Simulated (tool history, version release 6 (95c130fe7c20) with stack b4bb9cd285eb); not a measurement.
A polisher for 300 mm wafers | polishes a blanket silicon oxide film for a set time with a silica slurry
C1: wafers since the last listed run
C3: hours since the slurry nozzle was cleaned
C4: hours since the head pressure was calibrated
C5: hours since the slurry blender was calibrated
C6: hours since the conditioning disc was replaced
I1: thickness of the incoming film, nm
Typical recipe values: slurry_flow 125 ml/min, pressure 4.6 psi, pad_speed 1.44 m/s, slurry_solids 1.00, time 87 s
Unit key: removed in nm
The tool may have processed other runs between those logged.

run 1 day=0.000 | slurry_flow=125 pressure=4.6 pad_speed=1.54 slurry_solids=1.00 time=95 | C1=0 wafers_polished_on_this_pad=774 C3=90.2 C4=645.4 C5=9.4 C6=270.1 | I1=1354.2 | removed=438.5
run 2 day=1.179 | slurry_flow=125 pressure=5.6 pad_speed=0.98 slurry_solids=0.80 time=101 | C1=236 wafers_polished_on_this_pad=1011 C3=118.5 C4=673.7 C5=37.7 C6=298.4 | I1=1353.0 | removed=335.6
run 3 day=1.738 | slurry_flow=125 pressure=4.6 pad_speed=1.44 slurry_solids=1.00 time=87 | C1=112 wafers_polished_on_this_pad=1123 C3=131.9 C4=687.1 C5=51.1 C6=311.8 | I1=1364.9 | removed=377.6
run 4 day=2.467 | slurry_flow=110 pressure=4.6 pad_speed=1.44 slurry_solids=1.00 time=57 | C1=146 wafers_polished_on_this_pad=1269 C3=149.4 C4=704.6 C5=68.6 C6=329.3 | I1=1345.6 | removed=241.5
run 5 day=3.038 | slurry_flow=125 pressure=4.6 pad_speed=1.44 slurry_solids=1.00 time=87 | C1=114 wafers_polished_on_this_pad=1384 C3=163.1 C4=718.3 C5=82.3 C6=343.0 | I1=1351.7 | removed=376.1
run 6 day=5.171 | slurry_flow=90 pressure=5.6 pad_speed=1.62 slurry_solids=1.10 time=87 | C1=427 wafers_polished_on_this_pad=1812 C3=214.3 C4=769.5 C5=133.5 C6=394.2 | I1=1323.7 | removed=489.9
run 7 day=6.262 | slurry_flow=140 pressure=4.6 pad_speed=1.44 slurry_solids=1.10 time=87 | C1=218 wafers_polished_on_this_pad=2031 C3=240.5 C4=795.7 C5=159.7 C6=420.4 | I1=1351.0 | removed=403.7
-- day=7.233 worn pad replaced by a new one
run 8 day=7.317 | slurry_flow=125 pressure=3.3 pad_speed=1.82 slurry_solids=0.90 time=87 | C1=178 wafers_polished_on_this_pad=16 C3=265.8 C4=821.0 C5=185.0 C6=445.7 | I1=1341.1 | removed=312.3
run 9 day=8.646 | slurry_flow=105 pressure=4.6 pad_speed=1.44 slurry_solids=0.85 time=87 | C1=266 wafers_polished_on_this_pad=282 C3=297.7 C4=852.9 C5=216.9 C6=477.6 | I1=1371.9 | removed=320.9
run 10 day=9.904 | slurry_flow=145 pressure=4.2 pad_speed=1.88 slurry_solids=1.00 time=59 | C1=252 wafers_polished_on_this_pad=535 C3=327.9 C4=883.1 C5=247.1 C6=507.8 | I1=1350.7 | removed=294.0
run 11 day=11.212 | slurry_flow=125 pressure=5.4 pad_speed=1.44 slurry_solids=0.90 time=67 | C1=262 wafers_polished_on_this_pad=797 C3=359.3 C4=914.5 C5=278.5 C6=539.2 | I1=1348.7 | removed=303.0
-- day=12.429 head pressure recalibrated
-- day=12.596 conditioning disc replaced and pad reconditioned
run 12 day=12.617 | slurry_flow=85 pressure=3.1 pad_speed=1.14 slurry_solids=0.85 time=87 | C1=248 wafers_polished_on_this_pad=1046 C3=393.0 C4=4.5 C5=312.2 C6=0.5 | I1=1353.3 | removed=174.5
run 13 day=13.296 | slurry_flow=140 pressure=4.6 pad_speed=1.44 slurry_solids=0.90 time=87 | C1=136 wafers_polished_on_this_pad=1182 C3=409.3 C4=20.8 C5=328.5 C6=16.8 | I1=1346.3 | removed=342.4
-- day=13.688 slurry blender recalibrated
run 14 day=15.862 | slurry_flow=125 pressure=3.6 pad_speed=1.04 slurry_solids=0.85 time=87 | C1=498 wafers_polished_on_this_pad=1680 C3=470.9 C4=82.4 C5=52.2 C6=78.4 | I1=1350.8 | removed=212.1
-- day=16.512 worn pad replaced by a new one
run 15 day=17.108 | slurry_flow=90 pressure=4.6 pad_speed=1.10 slurry_solids=1.00 time=87 | C1=216 wafers_polished_on_this_pad=119 C3=500.8 C4=112.3 C5=82.1 C6=108.3 | I1=1337.4 | removed=283.9
run 16 day=18.521 | slurry_flow=125 pressure=4.6 pad_speed=0.98 slurry_solids=0.70 time=87 | C1=283 wafers_polished_on_this_pad=403 C3=534.7 C4=146.2 C5=116.0 C6=142.2 | I1=1324.0 | removed=216.6
run 17 day=19.583 | slurry_flow=125 pressure=4.6 pad_speed=1.44 slurry_solids=1.00 time=87 | C1=213 wafers_polished_on_this_pad=616 C3=560.2 C4=171.7 C5=141.5 C6=167.7 | I1=1370.8 | removed=376.3
run 18 day=20.708 | slurry_flow=125 pressure=4.6 pad_speed=1.44 slurry_solids=1.20 time=76 | C1=225 wafers_polished_on_this_pad=841 C3=587.2 C4=198.7 C5=168.5 C6=194.7 | I1=1365.1 | removed=363.0
run 19 day=21.412 | slurry_flow=125 pressure=4.6 pad_speed=1.44 slurry_solids=0.75 time=87 | C1=141 wafers_polished_on_this_pad=983 C3=604.1 C4=215.6 C5=185.4 C6=211.6 | I1=1364.8 | removed=310.0
run 20 day=22.467 | slurry_flow=95 pressure=4.6 pad_speed=1.44 slurry_solids=1.00 time=87 | C1=211 wafers_polished_on_this_pad=1194 C3=629.4 C4=240.9 C5=210.7 C6=236.9 | I1=1353.5 | removed=351.3
run 21 day=23.288 | slurry_flow=125 pressure=4.6 pad_speed=1.44 slurry_solids=1.00 time=87 | C1=164 wafers_polished_on_this_pad=1359 C3=649.1 C4=260.6 C5=230.4 C6=256.6 | I1=1350.1 | removed=368.8
run 22 day=24.296 | slurry_flow=125 pressure=4.6 pad_speed=1.44 slurry_solids=1.25 time=58 | C1=202 wafers_polished_on_this_pad=1561 C3=673.3 C4=284.8 C5=254.6 C6=280.8 | I1=1371.0 | removed=275.3
-- day=24.546 slurry nozzle cleaned
-- day=25.338 slurry blender recalibrated
run 23 day=25.729 | slurry_flow=125 pressure=4.6 pad_speed=1.28 slurry_solids=1.00 time=87 | C1=262 wafers_polished_on_this_pad=1824 C3=28.4 C4=319.2 C5=9.4 C6=315.2 | I1=1360.6 | removed=346.1
-- day=26.404 worn pad replaced by a new one
run 24 day=26.767 | slurry_flow=140 pressure=4.6 pad_speed=1.44 slurry_solids=1.00 time=87 | C1=174 wafers_polished_on_this_pad=73 C3=53.3 C4=344.1 C5=34.3 C6=340.1 | I1=1335.8 | removed=388.2
run 25 day=27.767 | slurry_flow=125 pressure=4.6 pad_speed=1.44 slurry_solids=1.25 time=96 | C1=200 wafers_polished_on_this_pad=273 C3=77.3 C4=368.1 C5=58.3 C6=364.1 | I1=1357.1 | removed=472.7

Selected run-to-run steps in removed, each split into two signed amounts: the part the tool would show with no hidden state at all (from settings, incoming material and random variation), and the remainder, which goes to the hidden state together with any gauge scatter not common to the measured and the hidden-state-free results:
The tool's hidden condition here consists of: removal rate lost through wear of the pad, %; slurry flow missing at the pad, %; deviation of the head's pressure from its setpoint, %; abrasive missing from the slurry, %; time polished since the conditioner stopped cutting, s.
Run 12 -> 13: slurry_flow 85 -> 140, pressure 3.1 -> 4.6, pad_speed 1.14 -> 1.44, slurry_solids 0.85 -> 0.90. removed +167.9 nm: hidden state -12.3, all else +180.2.
Run 13 -> 14: slurry_flow 140 -> 125, pressure 4.6 -> 3.6, pad_speed 1.44 -> 1.04, slurry_solids 0.90 -> 0.85, slurry blender recalibrated. removed -130.3 nm: hidden state +22.9, all else -153.2.
Run 16 -> 17: pad_speed 0.98 -> 1.44, slurry_solids 0.70 -> 1.00. removed +159.7 nm: hidden state -2.1, all else +161.8.
